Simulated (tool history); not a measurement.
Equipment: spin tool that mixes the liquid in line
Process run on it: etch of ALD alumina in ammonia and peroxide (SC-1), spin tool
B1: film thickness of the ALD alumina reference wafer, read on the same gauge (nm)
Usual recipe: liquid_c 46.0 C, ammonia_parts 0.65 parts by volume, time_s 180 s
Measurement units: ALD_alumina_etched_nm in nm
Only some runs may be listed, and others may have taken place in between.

{"run": 1, "hour": 0.0, "liquid_c": 46.0, "ammonia_parts": 0.65, "time_s": 255, "B1": 140.02, "ALD_alumina_etched_nm": 9.35}
{"run": 2, "hour": 65.7, "liquid_c": 43.5, "ammonia_parts": 0.65, "time_s": 180, "B1": 140.01, "ALD_alumina_etched_nm": 5.72}
{"run": 3, "hour": 95.3, "liquid_c": 39.5, "ammonia_parts": 0.65, "time_s": 180, "B1": 140.03, "ALD_alumina_etched_nm": 4.52}
{"run": 4, "hour": 148.2, "liquid_c": 53.0, "ammonia_parts": 0.65, "time_s": 110, "B1": 139.99, "ALD_alumina_etched_nm": 5.97}
{"run": 5, "hour": 172.3, "liquid_c": 46.0, "ammonia_parts": 0.95, "time_s": 180, "B1": 140.0, "ALD_alumina_etched_nm": 6.86}
{"run": 6, "hour": 230.4, "liquid_c": 52.0, "ammonia_parts": 0.65, "time_s": 180, "B1": 140.01, "ALD_alumina_etched_nm": 9.06}
{"run": 7, "hour": 291.1, "liquid_c": 38.0, "ammonia_parts": 0.65, "time_s": 215, "B1": 140.01, "ALD_alumina_etched_nm": 5.18}
{"run": 8, "hour": 318.9, "liquid_c": 46.0, "ammonia_parts": 0.65, "time_s": 225, "B1": 139.97, "ALD_alumina_etched_nm": 8.62}
{"run": 9, "hour": 386.2, "liquid_c": 46.0, "ammonia_parts": 0.85, "time_s": 180, "B1": 139.97, "ALD_alumina_etched_nm": 7.16}
{"run": 10, "hour": 434.4, "liquid_c": 46.0, "ammonia_parts": 0.65, "time_s": 180, "B1": 140.03, "ALD_alumina_etched_nm": 6.95}
{"run": 11, "hour": 471.0, "liquid_c": 49.0, "ammonia_parts": 0.85, "time_s": 265, "B1": 139.97, "ALD_alumina_etched_nm": 12.43}
{"run": 12, "hour": 520.7, "liquid_c": 46.0, "ammonia_parts": 0.65, "time_s": 145, "B1": 140.0, "ALD_alumina_etched_nm": 5.52}
{"run": 13, "hour": 577.7, "liquid_c": 46.0, "ammonia_parts": 0.35, "time_s": 180, "B1": 139.99, "ALD_alumina_etched_nm": 6.53}
{"run": 14, "hour": 612.3, "liquid_c": 46.0, "ammonia_parts": 0.65, "time_s": 90, "B1": 139.96, "ALD_alumina_etched_nm": 3.5}
{"run": 15, "hour": 650.1, "liquid_c": 39.0, "ammonia_parts": 0.65, "time_s": 215, "B1": 140.02, "ALD_alumina_etched_nm": 5.58}
{"run": 16, "hour": 719.3, "liquid_c": 46.0, "ammonia_parts": 0.65, "time_s": 180, "B1": 140.03, "ALD_alumina_etched_nm": 6.43}
{"run": 17, "hour": 746.4, "liquid_c": 55.0, "ammonia_parts": 0.75, "time_s": 100, "B1": 140.01, "ALD_alumina_etched_nm": 5.96}
{"run": 18, "hour": 773.8, "liquid_c": 50.5, "ammonia_parts": 0.35, "time_s": 85, "B1": 140.04, "ALD_alumina_etched_nm": 3.7}
{"run": 19, "hour": 834.9, "liquid_c": 46.0, "ammonia_parts": 0.75, "time_s": 275, "B1": 140.01, "ALD_alumina_etched_nm": 9.95}
{"run": 20, "hour": 899.9, "liquid_c": 46.0, "ammonia_parts": 0.65, "time_s": 180, "B1": 140.0, "ALD_alumina_etched_nm": 6.44}
{"run": 21, "hour": 936.0, "liquid_c": 46.0, "ammonia_parts": 0.4, "time_s": 110, "B1": 139.99, "ALD_alumina_etched_nm": 3.73}
{"run": 22, "hour": 962.4, "liquid_c": 38.0, "ammonia_parts": 0.65, "time_s": 110, "B1": 140.03, "ALD_alumina_etched_nm": 2.49}
{"run": 23, "hour": 1016.4, "liquid_c": 43.5, "ammonia_parts": 0.4, "time_s": 135, "B1": 139.96, "ALD_alumina_etched_nm": 4.04}
{"run": 24, "hour": 1073.8, "liquid_c": 43.5, "ammonia_parts": 0.9, "time_s": 125, "B1": 140.02, "ALD_alumina_etched_nm": 4.02}
{"run": 25, "hour": 1126.5, "liquid_c": 46.0, "ammonia_parts": 0.65, "time_s": 265, "B1": 140.01, "ALD_alumina_etched_nm": 9.45}
{"run": 26, "hour": 1161.3, "liquid_c": 46.0, "ammonia_parts": 0.65, "time_s": 180, "B1": 140.0, "ALD_alumina_etched_nm": 6.41}

Put back what was entered between runs (8 entries, withheld): which listed runs does each sit between, and how does the hidden state differ from the listed run before to the listed run after?
Between runs 2 and 3: new drum of ammonia solution connected (hour 70.5)
  liquid hotter than its thermometer reads (K): 1.1 -> 1.12; temperature lost on the way to the wafer (K): 0.82 -> 0.836
  measured less the result without the state, ALD_alumina_etched_nm: +0.09 -> +0.07 nm
Between runs 5 and 6: ammonia flow meter replaced (hour 213.5)
  liquid hotter than its thermometer reads (K): 1.17 -> 1.21; temperature lost on the way to the wafer (K): 0.877 -> 0.908
  measured less the result without the state, ALD_alumina_etched_nm: +0.11 -> +0.14 nm
Between runs 6 and 7: heated supply line repaired (hour 254.8)
  liquid hotter than its thermometer reads (K): 1.21 -> 1.25; temperature lost on the way to the wafer (K): 0.908 -> 0.115
  measured less the result without the state, ALD_alumina_etched_nm: +0.14 -> +0.34 nm
Between runs 12 and 13: new drum of ammonia solution connected (hour 524.0)
  liquid hotter than its thermometer reads (K): 1.4 -> 1.44; temperature lost on the way to the wafer (K): 0.237 -> 0.267
  measured less the result without the state, ALD_alumina_etched_nm: +0.35 -> +0.42 nm
Between runs 15 and 16: gauge calibrated (hour 685.3); ammonia flow meter replaced (hour 687.0); thermometer replaced (hour 700.9)
  liquid hotter than its thermometer reads (K): 1.49 -> 0.22; temperature lost on the way to the wafer (K): 0.306 -> 0.342
  measured less the result without the state, ALD_alumina_etched_nm: +0.38 -> -0.05 nm
Between runs 20 and 21: new drum of ammonia solution connected (hour 917.1)
  liquid hotter than its thermometer reads (K): 0.34 -> 0.364; temperature lost on the way to the wafer (K): 0.438 -> 0.457
  measured less the result without the state, ALD_alumina_etched_nm: -0.04 -> -0.02 nm
